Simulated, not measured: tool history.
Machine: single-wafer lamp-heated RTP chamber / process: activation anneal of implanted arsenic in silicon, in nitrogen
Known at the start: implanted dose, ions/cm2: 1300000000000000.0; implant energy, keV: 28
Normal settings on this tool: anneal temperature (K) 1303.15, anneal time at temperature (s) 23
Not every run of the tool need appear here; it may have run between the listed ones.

run     day  anneal temperature (K)  anneal time at temperature (s)  read-back reference wafer on the same gauge, sheet resistance  sheet resistance of the implanted and annealed layer (ohm/square)
  1   0.000                 1283.15                              23                                                         101.65                                                             100.34
  2   0.871                 1303.15                              23                                                         101.80                                                              96.31
  3   1.417                 1303.15                              23                                                         101.59                                                              96.74
      2.275  -- reflector plate cleaned
  4   2.729                 1294.15                              15                                                         101.58                                                             100.92
  5   4.175                 1303.15                              23                                                         101.61                                                              96.36
  6   5.233                 1303.15                              23                                                         101.22                                                              97.03
  7   6.492                 1303.15                              23                                                         101.34                                                              95.88
  8  10.404                 1303.15                              29                                                         101.01                                                              94.49
  9  11.196                 1303.15                              29                                                         101.16                                                              94.33
 10  12.433                 1303.15                              29                                                         101.06                                                              94.26
     13.383  -- pyrometer window cleaned and pyrometer calibrated
 11  13.404                 1314.15                              23                                                         100.80                                                              93.88
 12  14.517                 1314.15                              23                                                         100.86                                                              94.24
 13  15.600                 1303.15                              23                                                         100.80                                                              95.26
 14  16.792                 1284.15                              30                                                         100.76                                                              97.25
     18.312  -- gauge calibrated
 15  18.779                 1284.15                              30                                                         102.64                                                              99.63
 16  19.358                 1303.15                              23                                                         102.71                                                              97.65
 17  20.038                 1294.15                              19                                                         102.72                                                             100.54
 18  22.579                 1314.15                              14                                                         102.63                                                              99.09
 19  23.912                 1324.15                              33                                                         102.45                                                              90.91
 20  24.758                 1321.15                              14                                                         102.25                                                              97.78
 21  25.921                 1303.15                              23                                                         102.15                                                              97.32
 22  26.962                 1313.15                              10                                                         102.20                                                             101.11
 23  27.608                 1303.15                              23                                                         102.26                                                              97.25
     28.142  -- reflector plate cleaned
 24  28.746                 1323.15                              34                                                         102.18                                                              90.23
 25  29.771                 1327.15                              35                                                         102.12                                                              89.48
 26  30.592                 1313.15                              30                                                         102.01                                                              93.27
 27  32.679                 1277.15                              23                                                         101.83                                                             101.56
 28  33.358                 1317.15                              19                                                         101.62                                                              96.24
 29  34.471                 1324.15                              23                                                         101.74                                                              93.02
 30  35.362                 1326.15                              18                                                         101.78                                                              95.13

Predict each of these 4 candidate next runs independently; none follows another, all start after run 30:
  A  35.379                 1295.15                              23                                                              ?                                                                  ?
  B  35.379                 1277.15                              14                                                              ?                                                                  ?
  C  35.379                 1303.15                              34                                                              ?                                                                  ?
  D  35.379                 1322.15                              18                                                              ?                                                                  ?

run  read-back reference wafer on the same gauge, sheet resistance  sheet resistance of the implanted and annealed layer (ohm/square)
  A                                                         101.71                                                              98.14
  B                                                         101.71                                                             104.74
  C                                                         101.71                                                              93.71
  D                                                         101.71                                                              95.17
Take away the tool's hidden state, keep each run's random variation, and the runs would have read:
run  sheet resistance of the implanted and annealed layer (ohm/square)
  A                                                              99.61
  B                                                             106.31
  C                                                              95.12
  D                                                              96.59
